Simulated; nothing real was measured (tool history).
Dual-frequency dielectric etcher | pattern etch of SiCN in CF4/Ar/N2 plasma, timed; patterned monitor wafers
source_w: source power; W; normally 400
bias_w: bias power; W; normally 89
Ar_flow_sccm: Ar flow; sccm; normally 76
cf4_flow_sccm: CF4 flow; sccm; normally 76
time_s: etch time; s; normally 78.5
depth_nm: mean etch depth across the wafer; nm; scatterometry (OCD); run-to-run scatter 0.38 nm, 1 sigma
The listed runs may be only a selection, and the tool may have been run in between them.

run,hour,source_w,bias_w,Ar_flow_sccm,cf4_flow_sccm,time_s,wafers since the last listed run,hours since the last wet clean,hours since the last source power generator calibration,hours since the last bias power generator calibration,hours since the last Ar flow controller change,hours since the last CF4 flow controller change,hours since the last upper electrode change,hours since the gauge calibration,"read-back reference wafer on the same gauge, depth_nm",depth_nm
1,0,350,89,76,76,78.5,0,136.4,4787.4,4766.8,2688.3,3150.2,3273.5,620.6,80.9,63.9
2,29.6,350,89,76,76,78.5,221,166,4817,4796.4,2717.9,3179.8,3303.1,650.2,80.8,64.3
# hour 64.8: wet clean of the chamber, repeated, since the last time left the tool worse
3,105.7,350,89,76,76,78.5,390,40.9,4893.1,4872.5,2794,3255.9,3379.2,726.3,80.8,61
4,137.4,400,89,76,76,78.5,237,72.6,4924.8,4904.2,2825.7,3287.6,3410.9,758,80.8,70
# hour 145.9: Ar flow controller replaced
# hour 149.7: gauge calibrated
5,169.2,400,89,76,76,78.5,193,104.4,4956.6,4936,23.3,3319.4,3442.7,19.5,80.8,70.2
6,184.2,400,89,76,76,78.5,112,119.4,4971.6,4951,38.3,3334.4,3457.7,34.5,80.8,70.2
7,219.3,500,89,76,90,86.5,263,154.5,5006.7,4986.1,73.4,3369.5,3492.8,69.6,80.7,98.2
# hour 242.7: CF4 flow controller replaced
8,243.2,400,89,76,89,78.5,134,178.4,5030.6,5010,97.3,0.5,3516.7,93.5,80.9,70.6
9,277,400,78,71,82,78.5,253,212.2,5064.4,5043.8,131.1,34.3,3550.5,127.3,80.9,67.9
10,308.8,400,89,76,76,78.5,238,244,5096.2,5075.6,162.9,66.1,3582.3,159.1,80.8,68.8
# hour 331: bias power generator calibrated
11,352.4,400,89,85,76,78.5,296,287.6,5139.8,21.4,206.5,109.7,3625.9,202.7,80.8,67.4
# hour 358.7: source power generator calibrated
# hour 376.4: upper electrode replaced
12,376.9,400,71,76,76,78.5,21,312.1,18.2,45.9,231,134.2,0.5,227.2,80.8,65.1
13,399.9,400,89,86,76,71,172,335.1,41.2,68.9,254,157.2,23.5,250.2,80.8,61

Run 14 has not been measured yet. What should we expect?
14,432.7,400,89,76,76,61,245,367.9,74,101.7,286.8,190,56.3,283,?,?

{"run 14": {"read-back reference wafer on the same gauge, depth_nm": 80.8, "depth_nm": 53.3}}
Were there no unlogged condition in the tool, this run, its random variation unchanged, would have produced depth_nm 54.5 nm.
